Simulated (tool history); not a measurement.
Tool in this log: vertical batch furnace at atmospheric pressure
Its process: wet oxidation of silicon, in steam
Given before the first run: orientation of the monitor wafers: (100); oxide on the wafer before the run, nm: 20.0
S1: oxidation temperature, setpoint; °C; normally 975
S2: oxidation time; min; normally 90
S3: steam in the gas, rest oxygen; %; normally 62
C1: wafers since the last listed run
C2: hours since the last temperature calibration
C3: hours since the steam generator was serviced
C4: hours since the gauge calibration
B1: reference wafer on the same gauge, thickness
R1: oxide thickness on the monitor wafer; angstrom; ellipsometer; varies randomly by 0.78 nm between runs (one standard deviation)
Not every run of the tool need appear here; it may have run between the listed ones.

run,day,S1,S2,S3,C1,C2,C3,C4,B1,R1
1,0,981,70.5,62,0,3824.7,3859.9,886.4,350.03,3045.8
# day 0.546: gauge calibrated
2,1.662,981,70.5,62,538,3864.6,3899.8,26.8,349.83,3053.6
3,3.25,981,70.5,62,513,3902.7,3937.9,64.9,349.54,3045.3
4,7.683,975,90,62,1434,4009.1,4044.3,171.3,349.73,3448.3
5,10.329,975,90,62,856,4072.6,4107.8,234.8,350.19,3443.9
6,12.817,975,90,62,805,4132.3,4167.5,294.5,350.01,3443
7,14.638,975,90,62,589,4176,4211.2,338.2,350.14,3440.2
8,18.317,975,90,62,1190,4264.3,4299.5,426.5,350.12,3451.9
# day 20.133: steam generator serviced
9,20.879,985,127,62,505,4325.8,17.9,488,349.85,4714.5
10,24.9,963,45.5,62,1301,4422.3,114.4,584.5,349.9,1889
11,28.517,951,90,70,1170,4509.1,201.2,671.3,349.87,3085.6

What will run 12 give?
12,31.133,975,90,62,846,4571.9,264,734.1,?,?

B1: 350.2
R1: 3445.9 angstrom
Were there no unlogged condition in the tool, this run, its random variation unchanged, would have produced R1 3310.6 angstrom.

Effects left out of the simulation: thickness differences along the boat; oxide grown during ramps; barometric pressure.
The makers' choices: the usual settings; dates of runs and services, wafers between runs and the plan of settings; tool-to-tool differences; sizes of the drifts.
